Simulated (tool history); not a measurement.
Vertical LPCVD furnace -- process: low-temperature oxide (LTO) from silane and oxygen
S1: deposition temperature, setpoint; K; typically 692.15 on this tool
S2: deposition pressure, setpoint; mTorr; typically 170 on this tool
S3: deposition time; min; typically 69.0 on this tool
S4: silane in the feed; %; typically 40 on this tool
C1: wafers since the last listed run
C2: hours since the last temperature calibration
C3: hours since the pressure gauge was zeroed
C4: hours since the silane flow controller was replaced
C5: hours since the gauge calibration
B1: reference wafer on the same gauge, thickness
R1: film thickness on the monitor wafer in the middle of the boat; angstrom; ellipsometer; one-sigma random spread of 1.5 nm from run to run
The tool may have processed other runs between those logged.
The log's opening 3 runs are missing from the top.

run	hour	S1	S2	S3	S4	C1	C2	C3	C4	C5	B1	R1
4	199.3	692.15	185	69.0	34	1083	1173.7	1794.6	595.7	2692.2	477.19	5211.6
5	273.9	692.15	185	69.0	34	1057	1248.3	1869.2	670.3	2766.8	477.06	5200.8
6	378.3	688.15	170	69.0	40	1480	1352.7	1973.6	774.7	2871.2	477.19	5574.5
7	422.7	692.15	170	58.0	40	629	1397.1	2018.0	819.1	2915.6	477.41	4901.2
# hour 437.0: gauge calibrated
8	480.9	692.15	170	58.0	40	825	1455.3	2076.2	877.3	43.9	476.60	4898.5
9	579.3	696.15	170	69.0	44	1395	1553.7	2174.6	975.7	142.3	477.15	6715.9
10	623.4	696.15	170	69.0	44	625	1597.8	2218.7	1019.8	186.4	477.64	6698.8
11	830.2	692.15	170	69.0	40	2932	1804.6	2425.5	1226.6	393.2	477.14	5780.1
# hour 857.7: thermocouples replaced and temperature profile calibrated
12	897.7	692.15	170	69.0	40	616	40.0	2493.0	1294.1	460.7	476.84	5789.6
13	967.4	692.15	170	69.0	40	988	109.7	2562.7	1363.8	530.4	477.28	5781.3
14	1055.5	692.15	170	83.5	40	1249	197.8	2650.8	1451.9	618.5	477.50	6989.6
15	1106.9	692.15	170	69.0	40	728	249.2	2702.2	1503.3	669.9	476.52	5785.3
# hour 1187.0: pressure gauge zeroed
16	1211.0	703.15	170	61.5	47	1135	353.3	24.0	1607.4	774.0	476.55	6765.8
17	1270.4	692.15	210	69.0	37	842	412.7	83.4	1666.8	833.4	477.14	6488.0
18	1328.9	692.15	170	69.0	40	829	471.2	141.9	1725.3	891.9	477.07	5760.4
# hour 1419.5: silane flow controller replaced
19	1431.3	696.15	155	94.0	35	1111	573.6	244.3	11.8	994.3	476.94	6481.4
20	1532.9	692.15	170	84.5	40	1440	675.2	345.9	113.4	1095.9	476.99	7198.9
21	1593.4	692.15	170	69.0	38	857	735.7	406.4	173.9	1156.4	476.53	5541.2
22	1643.0	682.15	155	60.0	40	703	785.3	456.0	223.5	1206.0	477.30	4194.7
23	1679.3	686.15	130	53.0	42	514	821.6	492.3	259.8	1242.3	476.63	3423.4
24	1774.0	692.15	200	53.5	40	1342	916.3	587.0	354.5	1337.0	477.74	5333.3
25	1845.1	692.15	180	69.0	40	1008	987.4	658.1	425.6	1408.1	476.96	6175.4

Expected results for the next run?
26	1890.6	692.15	170	69.0	40	645	1032.9	703.6	471.1	1453.6	?	?

Run 26 yielded B1 477.01, R1 5833.9 angstrom.
Were there no unlogged condition in the tool, this run, its random variation unchanged, would have produced R1 5858.5 angstrom.

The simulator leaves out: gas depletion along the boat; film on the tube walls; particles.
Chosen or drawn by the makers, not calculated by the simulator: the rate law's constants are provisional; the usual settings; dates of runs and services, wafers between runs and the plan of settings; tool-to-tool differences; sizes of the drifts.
